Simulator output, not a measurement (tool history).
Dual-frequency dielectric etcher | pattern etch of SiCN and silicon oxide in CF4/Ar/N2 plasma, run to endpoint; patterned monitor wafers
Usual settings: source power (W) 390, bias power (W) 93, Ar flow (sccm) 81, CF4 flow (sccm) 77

run	day	source power (W)	bias power (W)	Ar flow (sccm)	CF4 flow (sccm)	wafers since the last listed run	hours since the last wet clean	hours since the last source power generator calibration	hours since the last bias power generator calibration	hours since the last Ar flow controller change	hours since the last CF4 flow controller change	hours since the last upper electrode change	incoming incoming film thickness, nm	endpoint time (s)
1	0	350	100	81	77	0	93.1	2021.6	2636.3	147	5108.7	85.9	11.49	13.2
# day 0.696: bias power generator calibrated
2	0.717	420	116	65	62	171	110.3	2038.8	0.5	164.2	5125.9	103.1	11.3	10.8
3	1.175	390	109	81	77	143	121.3	2049.8	11.5	175.2	5136.9	114.1	11.48	11.8
# day 2.288: CF4 flow controller replaced
4	2.308	390	93	81	77	275	148.5	2077	38.7	202.4	0.5	141.3	11.5	12.6
# day 2.712: source power generator calibrated
5	2.783	390	93	81	77	96	159.9	1.7	50.1	213.8	11.9	152.7	11.38	12.4
6	3.717	390	93	81	77	291	182.3	24.1	72.5	236.2	34.3	175.1	11.39	12.5
7	4.721	390	93	81	77	313	206.4	48.2	96.6	260.3	58.4	199.2	11.31	12.3
8	5.562	450	93	81	77	262	226.6	68.4	116.8	280.5	78.6	219.4	11.43	11
9	7	390	93	81	58	448	261.1	102.9	151.3	315	113.1	253.9	11.42	13.1
10	8.404	390	93	81	77	438	294.8	136.6	185	348.7	146.8	287.6	11.4	12.5
11	9.167	390	93	81	92	238	313.1	154.9	203.3	367	165.1	305.9	11.39	12
12	9.729	490	93	81	90	175	326.6	168.4	216.8	380.5	178.6	319.4	11.6	10.4
13	10.742	390	93	81	63	316	350.9	192.7	241.1	404.8	202.9	343.7	11.39	12.8
14	11.525	290	93	81	77	244	369.7	211.5	259.9	423.6	221.7	362.5	11.51	15.7
15	12.258	320	110	81	63	228	387.3	229.1	277.5	441.2	239.3	380.1	11.35	14.1
16	13.446	390	99	81	66	370	415.8	257.6	306	469.7	267.8	408.6	11.26	12.4
17	14.346	480	93	81	77	280	437.4	279.2	327.6	491.3	289.4	430.2	11.39	10.6
18	15.792	390	93	81	77	451	472.1	313.9	362.3	526	324.1	464.9	11.44	12.5
19	17.217	390	93	81	77	444	506.3	348.1	396.5	560.2	358.3	499.1	11.41	12.5
20	18.283	390	93	64	77	333	531.9	373.7	422.1	585.8	383.9	524.7	11.31	12
21	19.083	390	93	81	77	249	551.1	392.9	441.3	605	403.1	543.9	11.31	12.4
22	19.817	310	93	70	77	228	568.7	410.5	458.9	622.6	420.7	561.5	11.36	14.7
23	20.596	390	77	81	77	243	587.4	429.2	477.6	641.3	439.4	580.2	11.4	13.3
24	21.175	390	93	81	77	180	601.3	443.1	491.5	655.2	453.3	594.1	11.47	12.6

Hidden state at the last listed run before each entry between runs and at the first one after, where it differs:
Between runs 1 and 2: bias power generator calibrated (day 0.696)
  no hidden state differs between the two runs
Between runs 3 and 4: CF4 flow controller replaced (day 2.288)
  no hidden state differs between the two runs
Between runs 4 and 5: source power generator calibrated (day 2.712)
  no hidden state differs between the two runs

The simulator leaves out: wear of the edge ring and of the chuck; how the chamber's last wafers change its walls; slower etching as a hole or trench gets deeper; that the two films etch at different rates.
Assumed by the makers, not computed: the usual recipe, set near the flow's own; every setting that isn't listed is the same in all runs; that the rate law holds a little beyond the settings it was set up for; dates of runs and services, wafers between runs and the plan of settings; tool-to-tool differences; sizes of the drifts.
